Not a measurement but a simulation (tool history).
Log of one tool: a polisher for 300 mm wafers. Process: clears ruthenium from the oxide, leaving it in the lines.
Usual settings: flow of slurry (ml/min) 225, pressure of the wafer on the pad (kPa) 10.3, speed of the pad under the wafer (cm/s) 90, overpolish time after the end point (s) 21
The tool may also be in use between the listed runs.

run,day,flow of slurry (ml/min),pressure of the wafer on the pad (kPa),speed of the pad under the wafer (cm/s),overpolish time after the end point (s),wafers since the last listed run,wafers polished on this pad,hours since the slurry nozzle was cleaned,hours since the head pressure was calibrated,"incoming thickness of the incoming film, nm",time until the end point was called (s)
1,0.000,225,10.3,90,21,0,1412,306.7,321.5,129.2,172.5
2,0.604,225,10.3,90,21,99,1512,321.2,336.0,130.6,170.7
3,0.917,225,10.3,90,21,51,1563,328.7,343.5,129.9,166.5
# day 1.192: worn pad replaced by a new one
4,1.417,225,10.3,90,21,55,36,340.7,355.5,132.0,152.0
5,1.808,225,10.3,90,21,64,101,350.1,364.9,129.8,150.8
6,2.283,225,9.7,90,21,78,180,361.5,376.3,131.2,166.7
7,2.725,225,9.7,90,21,72,252,372.1,386.9,127.7,169.3
8,3.204,225,9.7,90,21,79,331,383.6,398.4,130.0,176.1
9,5.388,225,10.3,90,21,360,692,436.0,450.8,130.0,167.1
10,5.742,225,11.0,90,21,58,750,444.5,459.3,131.9,161.7
11,6.092,225,10.3,90,21,57,808,452.9,467.7,130.2,174.3
12,6.812,225,10.3,90,21,118,927,470.2,485.0,128.8,167.4
13,7.300,280,8.3,90,21,80,1007,481.9,496.7,130.4,207.0
14,7.938,225,7.6,90,21,105,1113,497.2,512.0,130.9,236.0
15,8.621,225,7.6,90,21,112,1225,513.6,528.4,129.5,229.0
16,9.233,225,10.3,90,21,101,1326,528.3,543.1,130.5,175.1
# day 9.633: worn pad replaced by a new one
17,9.654,225,8.3,74,21,41,3,538.4,553.2,130.4,222.5
18,11.762,225,13.1,102,21,347,351,589.0,603.8,130.4,115.4
# day 12.504: head pressure recalibrated
19,12.525,200,6.9,68,21,112,463,607.3,0.5,131.7,342.2
20,13.158,225,10.3,90,21,104,568,622.5,15.7,129.6,165.7
21,13.833,225,6.9,106,21,111,679,638.7,31.9,130.8,216.6
22,16.008,225,10.3,106,9,358,1038,690.9,84.1,131.7,149.0
23,16.279,225,10.3,90,21,44,1083,697.4,90.6,131.1,169.0
24,17.017,270,9.0,64,18,121,1204,715.1,108.3,131.1,283.7
# day 17.533: slurry nozzle cleaned
25,17.704,180,10.3,66,11,106,1311,4.1,124.8,129.4,240.3
# day 18.212: worn pad replaced by a new one
26,18.438,225,10.3,90,21,93,37,21.7,142.4,129.4,156.1
27,19.696,290,10.3,104,33,207,244,51.9,172.6,132.0,140.9
28,20.325,225,10.3,90,21,103,348,67.0,187.7,129.0,164.1
29,20.733,225,7.6,90,21,67,416,76.8,197.5,129.8,232.1
30,21.304,295,9.0,120,12,94,510,90.5,211.2,128.1,138.5
31,21.817,200,11.7,90,21,84,594,102.8,223.5,131.9,154.1
32,22.362,165,8.3,120,26,90,685,115.9,236.6,130.7,162.4
33,22.771,225,10.3,90,21,67,752,125.7,246.4,131.3,164.8
34,23.296,225,10.3,110,21,86,839,138.3,259.0,130.6,137.5
35,24.042,225,13.1,106,29,123,962,156.2,276.9,130.4,116.3
36,24.317,225,10.3,90,27,45,1007,162.8,283.5,128.3,170.3
37,24.596,225,11.7,90,21,46,1053,169.5,290.2,128.1,151.5

4 ways to go on from here, each from the tool as it stands after run 37. What would each give?
A,24.617,225,10.3,90,21,3,1057,170.0,290.7,129.0,?
B,24.617,225,10.3,98,21,3,1057,170.0,290.7,129.0,?
C,24.617,180,12.4,108,21,3,1057,170.0,290.7,129.0,?
D,24.617,225,10.3,104,21,3,1057,170.0,290.7,129.0,?

run,time until the end point was called (s)
A,174.6
B,160.4
C,124.1
D,151.1
Without the tool's hidden state the same runs would have given:
run,time until the end point was called (s)
A,152.0
B,139.6
C,108.1
D,131.5

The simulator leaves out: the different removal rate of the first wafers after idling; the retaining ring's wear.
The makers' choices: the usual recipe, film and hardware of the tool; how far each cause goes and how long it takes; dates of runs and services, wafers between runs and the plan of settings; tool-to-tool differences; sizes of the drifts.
